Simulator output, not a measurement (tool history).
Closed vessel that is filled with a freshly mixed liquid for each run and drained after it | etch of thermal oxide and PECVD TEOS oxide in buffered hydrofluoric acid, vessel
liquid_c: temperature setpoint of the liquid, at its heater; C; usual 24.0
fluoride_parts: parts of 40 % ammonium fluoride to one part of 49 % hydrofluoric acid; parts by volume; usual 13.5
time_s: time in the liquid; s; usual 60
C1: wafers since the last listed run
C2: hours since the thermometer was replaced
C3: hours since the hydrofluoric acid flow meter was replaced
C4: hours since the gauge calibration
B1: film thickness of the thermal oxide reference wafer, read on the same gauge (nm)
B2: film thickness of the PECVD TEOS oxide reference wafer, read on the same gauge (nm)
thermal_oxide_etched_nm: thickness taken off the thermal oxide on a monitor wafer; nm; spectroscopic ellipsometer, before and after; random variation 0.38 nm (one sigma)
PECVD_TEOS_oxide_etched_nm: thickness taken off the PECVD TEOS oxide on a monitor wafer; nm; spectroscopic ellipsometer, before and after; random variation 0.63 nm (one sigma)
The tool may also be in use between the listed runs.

Run 1, hour 0.0: usual settings but time_s 50 s; C1 0; C2 928.4; C3 915.7; C4 101.3; B1 80.05; B2 80.01. Result: thermal_oxide_etched_nm 42.87 nm, PECVD_TEOS_oxide_etched_nm 81.53 nm.
Run 2, hour 35.3: usual settings but time_s 50 s; C1 4927; C2 963.7; C3 951.0; C4 136.6; B1 80.01; B2 80.00. Result: thermal_oxide_etched_nm 43.14 nm, PECVD_TEOS_oxide_etched_nm 80.45 nm.
Run 3, hour 47.9: usual settings but fluoride_parts 17.0 parts by volume, time_s 85 s; C1 1758; C2 976.3; C3 963.6; C4 149.2; B1 80.02; B2 80.01. Result: thermal_oxide_etched_nm 58.40 nm, PECVD_TEOS_oxide_etched_nm 109.39 nm.
Run 4, hour 78.6: usual settings; C1 4285; C2 1007.0; C3 994.3; C4 179.9; B1 79.99; B2 79.96. Result: thermal_oxide_etched_nm 51.52 nm, PECVD_TEOS_oxide_etched_nm 99.35 nm.
Run 5, hour 93.6: usual settings; C1 2094; C2 1022.0; C3 1009.3; C4 194.9; B1 80.03; B2 80.00. Result: thermal_oxide_etched_nm 52.24 nm, PECVD_TEOS_oxide_etched_nm 99.46 nm.
Run 6, hour 123.3: usual settings; C1 4146; C2 1051.7; C3 1039.0; C4 224.6; B1 79.99; B2 80.02. Result: thermal_oxide_etched_nm 52.14 nm, PECVD_TEOS_oxide_etched_nm 100.10 nm.
Run 7, hour 136.8: usual settings; C1 1884; C2 1065.2; C3 1052.5; C4 238.1; B1 79.96; B2 79.98. Result: thermal_oxide_etched_nm 51.42 nm, PECVD_TEOS_oxide_etched_nm 98.70 nm.
Run 8, hour 158.6: usual settings; C1 3043; C2 1087.0; C3 1074.3; C4 259.9; B1 80.03; B2 80.02. Result: thermal_oxide_etched_nm 52.03 nm, PECVD_TEOS_oxide_etched_nm 99.59 nm.
At hour 171.6: gauge calibrated.
Run 9, hour 174.5: usual settings but time_s 70 s; C1 2219; C2 1102.9; C3 1090.2; C4 2.9; B1 79.94; B2 80.02. Result: thermal_oxide_etched_nm 60.04 nm, PECVD_TEOS_oxide_etched_nm 114.53 nm.
Run 10, hour 192.3: usual settings but time_s 70 s; C1 2484; C2 1120.7; C3 1108.0; C4 20.7; B1 79.93; B2 80.03. Result: thermal_oxide_etched_nm 61.16 nm, PECVD_TEOS_oxide_etched_nm 116.76 nm.
Run 11, hour 223.8: usual settings but fluoride_parts 9.0 parts by volume; C1 4397; C2 1152.2; C3 1139.5; C4 52.2; B1 80.01; B2 80.00. Result: thermal_oxide_etched_nm 75.99 nm, PECVD_TEOS_oxide_etched_nm 144.10 nm.
Run 12, hour 251.7: usual settings; C1 3894; C2 1180.1; C3 1167.4; C4 80.1; B1 80.00; B2 79.98. Result: thermal_oxide_etched_nm 52.07 nm, PECVD_TEOS_oxide_etched_nm 100.03 nm.
Run 13, hour 272.2: usual settings; C1 2861; C2 1200.6; C3 1187.9; C4 100.6; B1 80.01; B2 80.04. Result: thermal_oxide_etched_nm 51.99 nm, PECVD_TEOS_oxide_etched_nm 101.29 nm.
Run 14, hour 288.2: usual settings but liquid_c 20.5 C, fluoride_parts 16.0 parts by volume; C1 2233; C2 1216.6; C3 1203.9; C4 116.6; B1 80.04; B2 80.01. Result: thermal_oxide_etched_nm 36.44 nm, PECVD_TEOS_oxide_etched_nm 69.00 nm.
Run 15, hour 318.5: usual settings but liquid_c 20.0 C, fluoride_parts 16.0 parts by volume; C1 4229; C2 1246.9; C3 1234.2; C4 146.9; B1 80.00; B2 79.98. Result: thermal_oxide_etched_nm 35.66 nm, PECVD_TEOS_oxide_etched_nm 68.41 nm.
At hour 328.8: hydrofluoric acid flow meter replaced.
Run 16, hour 337.6: usual settings but fluoride_parts 18.0 parts by volume, time_s 30 s; C1 2526; C2 1266.0; C3 8.8; C4 166.0; B1 80.00; B2 79.98. Result: thermal_oxide_etched_nm 17.66 nm, PECVD_TEOS_oxide_etched_nm 33.21 nm.
Run 17, hour 362.8: usual settings; C1 3517; C2 1291.2; C3 34.0; C4 191.2; B1 79.99; B2 79.98. Result: thermal_oxide_etched_nm 46.60 nm, PECVD_TEOS_oxide_etched_nm 89.89 nm.
At hour 368.7: thermometer replaced.
Run 18, hour 388.0: usual settings but liquid_c 27.5 C, fluoride_parts 9.0 parts by volume; C1 3378; C2 19.3; C3 59.2; C4 216.4; B1 80.01; B2 80.00. Result: thermal_oxide_etched_nm 81.39 nm, PECVD_TEOS_oxide_etched_nm 154.23 nm.
At hour 470.8: gauge calibrated.
Run 19, hour 488.5: usual settings; C1 14030; C2 119.8; C3 159.7; C4 17.7; B1 80.00; B2 79.99. Result: thermal_oxide_etched_nm 47.18 nm, PECVD_TEOS_oxide_etched_nm 90.40 nm.
Run 20, hour 514.0: usual settings but liquid_c 27.0 C, fluoride_parts 12.0 parts by volume; C1 3559; C2 145.3; C3 185.2; C4 43.2; B1 80.01; B2 79.98. Result: thermal_oxide_etched_nm 62.07 nm, PECVD_TEOS_oxide_etched_nm 121.53 nm.

How the hidden state differs across the entries between the runs, from the last listed run before each to the first after it:
Between runs 8 and 9: gauge calibrated (hour 171.6)
  hydrofluoric acid flow above the setpoint (%): 12 -> 12.2
  measured less the result without the state, thermal_oxide_etched_nm: +5.48 -> +6.40 nm; PECVD_TEOS_oxide_etched_nm: +10.49 -> +12.21 nm
Between runs 15 and 16: hydrofluoric acid flow meter replaced (hour 328.8)
  hydrofluoric acid flow above the setpoint (%): 13.7 -> 0.652
  measured less the result without the state, thermal_oxide_etched_nm: +4.22 -> +0.11 nm; PECVD_TEOS_oxide_etched_nm: +8.10 -> +0.21 nm
Between runs 17 and 18: thermometer replaced (hour 368.7)
  hydrofluoric acid flow above the setpoint (%): 0.91 -> 1.17
  measured less the result without the state, thermal_oxide_etched_nm: +0.41 -> +1.02 nm; PECVD_TEOS_oxide_etched_nm: +0.79 -> +1.93 nm
Between runs 18 and 19: gauge calibrated (hour 470.8)
  hydrofluoric acid flow above the setpoint (%): 1.17 -> 2.2
  measured less the result without the state, thermal_oxide_etched_nm: +1.02 -> +1.00 nm; PECVD_TEOS_oxide_etched_nm: +1.93 -> +1.90 nm
